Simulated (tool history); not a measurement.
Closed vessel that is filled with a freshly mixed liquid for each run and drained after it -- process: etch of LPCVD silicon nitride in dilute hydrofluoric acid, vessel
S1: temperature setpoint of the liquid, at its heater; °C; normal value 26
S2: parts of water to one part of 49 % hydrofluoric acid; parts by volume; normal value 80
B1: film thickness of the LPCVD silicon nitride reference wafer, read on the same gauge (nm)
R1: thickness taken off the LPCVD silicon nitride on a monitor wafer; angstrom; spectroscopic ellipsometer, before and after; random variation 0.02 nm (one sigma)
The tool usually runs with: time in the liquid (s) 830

run 1 hour=0 | S1=26 S2=80 time_in_the_liquid_(s)=830 | B1=40.02 | R1=54
run 2 hour=48.6 | S1=26 S2=80 time_in_the_liquid_(s)=830 | B1=39.99 | R1=53.9
run 3 hour=85.1 | S1=26 S2=80 time_in_the_liquid_(s)=675 | B1=39.98 | R1=43.7
run 4 hour=116.7 | S1=26 S2=80 time_in_the_liquid_(s)=675 | B1=40 | R1=43.2
run 5 hour=176.8 | S1=26 S2=80 time_in_the_liquid_(s)=830 | B1=39.99 | R1=53.3
run 6 hour=215.7 | S1=26 S2=50 time_in_the_liquid_(s)=830 | B1=39.95 | R1=84.2
run 7 hour=240.3 | S1=26 S2=50 time_in_the_liquid_(s)=830 | B1=39.98 | R1=84.7
run 8 hour=287.5 | S1=26 S2=80 time_in_the_liquid_(s)=830 | B1=40.01 | R1=52.9
run 9 hour=342.3 | S1=28 S2=80 time_in_the_liquid_(s)=1120 | B1=39.98 | R1=81
-- hour=380.4 thermometer replaced
run 10 hour=400.5 | S1=21.5 S2=95 time_in_the_liquid_(s)=365 | B1=40.06 | R1=15.8
-- hour=515.7 gauge calibrated
-- hour=533.9 hydrofluoric acid flow meter replaced
run 11 hour=562.2 | S1=28 S2=100 time_in_the_liquid_(s)=830 | B1=40.07 | R1=52
run 12 hour=612.2 | S1=24.5 S2=60 time_in_the_liquid_(s)=1185 | B1=39.96 | R1=97.8
run 13 hour=676.4 | S1=26 S2=80 time_in_the_liquid_(s)=830 | B1=39.97 | R1=56.8
run 14 hour=713.6 | S1=28.5 S2=65 time_in_the_liquid_(s)=1195 | B1=40.03 | R1=117.9
run 15 hour=750.2 | S1=26 S2=80 time_in_the_liquid_(s)=830 | B1=39.99 | R1=56.9
run 16 hour=793.7 | S1=26 S2=80 time_in_the_liquid_(s)=430 | B1=40.02 | R1=29.4

3 options for the next run, each taken on its own from the tool as it stands now. Forecast them:
run A hour=794.6 | S1=26 S2=70 time_in_the_liquid_(s)=830 | B1=? | R1=?
run B hour=794.6 | S1=30.5 S2=70 time_in_the_liquid_(s)=830 | B1=? | R1=?
run C hour=794.6 | S1=27.5 S2=100 time_in_the_liquid_(s)=985 | B1=? | R1=?

run=A B1=40 R1=64.3
run=B B1=40 R1=86
run=C B1=40 R1=59
With the hidden condition removed and each run's random variation left untouched, the same runs would have given:
run=A R1=65.9
run=B R1=88.1
run=C R1=60.5
